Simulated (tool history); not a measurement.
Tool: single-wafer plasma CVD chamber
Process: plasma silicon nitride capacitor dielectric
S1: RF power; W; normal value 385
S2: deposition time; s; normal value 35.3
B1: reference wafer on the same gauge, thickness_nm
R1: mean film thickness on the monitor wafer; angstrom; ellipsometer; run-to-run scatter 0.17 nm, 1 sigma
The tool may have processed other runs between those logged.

| run | hour | S1 | S2 | B1 | R1 |
|---|---|---|---|---|---|
| 1 | 0 | 385 | 35.3 | 45.228 | 471.76 |
| 2 | 36.6 | 385 | 30.3 | 45.235 | 404.89 |
| 3 | 68.2 | 385 | 30.3 | 45.183 | 405.74 |
| 4 | 148.4 | 385 | 30.3 | 45.138 | 406.26 |
| 5 | 208.5 | 385 | 35.3 | 45.234 | 470.21 |
| 6 | 253.2 | 385 | 35.3 | 45.224 | 470.98 |
| 7 | 304.6 | 385 | 35.3 | 45.191 | 471.95 |
| 8 | 360.6 | 385 | 30.2 | 45.206 | 401.97 |
| 9 | 399.6 | 445 | 35.3 | 45.253 | 489.77 |
| 10 | 441 | 445 | 35.3 | 45.168 | 485.98 |
| 11 | 492 | 445 | 35.3 | 45.175 | 485.34 |
| 12 | 537.8 | 335 | 35.3 | 45.171 | 457.71 |
| 13 | 576 | 385 | 32.1 | 45.219 | 430.65 |
| 14 | 639.5 | 385 | 33.7 | 45.206 | 450.66 |
| 15 | 677.4 | 385 | 33.7 | 45.165 | 448.69 |
| 16 | 748.7 | 385 | 35.3 | 45.182 | 472.41 |
|  | 796.5 | showerhead replaced |
| 17 | 802.4 | 420 | 32.3 | 45.228 | 439.07 |
| 18 | 861 | 420 | 32.3 | 45.141 | 437.21 |
| 19 | 929.8 | 420 | 32.3 | 45.223 | 441.82 |
| 20 | 1102.2 | 365 | 32.8 | 45.199 | 429.56 |
| 21 | 1131.6 | 385 | 35.3 | 45.217 | 470.28 |
|  | 1135.3 | gauge calibrated |
| 22 | 1184 | 385 | 35.3 | 45.278 | 473.86 |
| 23 | 1250.5 | 435 | 40.2 | 45.196 | 549.79 |
| 24 | 1296.4 | 385 | 35.3 | 45.218 | 469.76 |
| 25 | 1346.6 | 360 | 35.3 | 45.255 | 462.51 |
| 26 | 1384.1 | 385 | 35.3 | 45.186 | 469.85 |
| 27 | 1427.2 | 355 | 41.4 | 45.179 | 539.36 |
| 28 | 1459.3 | 445 | 28.9 | 45.147 | 400.23 |
| 29 | 1493.9 | 335 | 40.1 | 45.127 | 514.9 |

Predict the results of run 30:
| 30 | 1565 | 385 | 39.4 | ? | ? |

Run 30 produced B1 45.201, R1 524.73 angstrom.
With the hidden condition absent and the run-to-run variation left alone, this run would have shown R1 535.94 angstrom.
